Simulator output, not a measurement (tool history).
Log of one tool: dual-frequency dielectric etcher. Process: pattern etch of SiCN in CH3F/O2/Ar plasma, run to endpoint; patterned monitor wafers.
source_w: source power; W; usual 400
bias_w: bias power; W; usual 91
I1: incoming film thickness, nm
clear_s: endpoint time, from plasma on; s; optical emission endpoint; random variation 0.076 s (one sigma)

Run 1, hour 0: usual settings; I1 8.84. Result: clear_s 18.2 s.
Run 2, hour 47: usual settings; I1 8.91. Result: clear_s 18.4 s.
Run 3, hour 78.4: usual settings; I1 8.92. Result: clear_s 18.4 s.
Run 4, hour 134: usual settings but source_w 380 W; I1 8.91. Result: clear_s 18.5 s.
Run 5, hour 175.1: usual settings but source_w 380 W; I1 8.92. Result: clear_s 18.3 s.
At hour 222.2: bias power generator calibrated.
Run 6, hour 232.4: usual settings but source_w 380 W; I1 8.92. Result: clear_s 18.3 s.
At hour 262.2: upper electrode replaced, of another model than before.
At hour 268.9: wet clean of the chamber.
At hour 270.7: source power generator calibrated.
Run 7, hour 271.2: usual settings but bias_w 105 W; I1 8.86. Result: clear_s 17 s.
Run 8, hour 333.1: usual settings but source_w 490 W, bias_w 70 W; I1 8.87. Result: clear_s 21.7 s.
Run 9, hour 365.3: usual settings but source_w 330 W, bias_w 112 W; I1 8.84. Result: clear_s 16.7 s.
Run 10, hour 419.5: usual settings but bias_w 104 W; I1 8.93. Result: clear_s 17.1 s.
Run 11, hour 455.9: usual settings; I1 8.86. Result: clear_s 18.4 s.
Run 12, hour 518.1: usual settings but source_w 430 W, bias_w 111 W; I1 8.86. Result: clear_s 15.9 s.
Run 13, hour 552.2: usual settings but source_w 490 W, bias_w 83 W; I1 8.92. Result: clear_s 18.9 s.
Run 14, hour 581: usual settings but source_w 450 W, bias_w 107 W; I1 8.93. Result: clear_s 16.3 s.

The tool's hidden state at each run:
source power that arrives over what is set, %: 0 in every run
bias power that arrives over what is set, %: 0 in every run
H1: etch rate over this chamber's usual, %
run       H1
  1     2.09
  2     2.43
  3     2.65
  4     3.06
  5     3.36
  6     3.77
  7  -0.0538
  8    0.396
  9     0.63
 10     1.02
 11     1.29
 12     1.74
 13     1.99
 14      2.2

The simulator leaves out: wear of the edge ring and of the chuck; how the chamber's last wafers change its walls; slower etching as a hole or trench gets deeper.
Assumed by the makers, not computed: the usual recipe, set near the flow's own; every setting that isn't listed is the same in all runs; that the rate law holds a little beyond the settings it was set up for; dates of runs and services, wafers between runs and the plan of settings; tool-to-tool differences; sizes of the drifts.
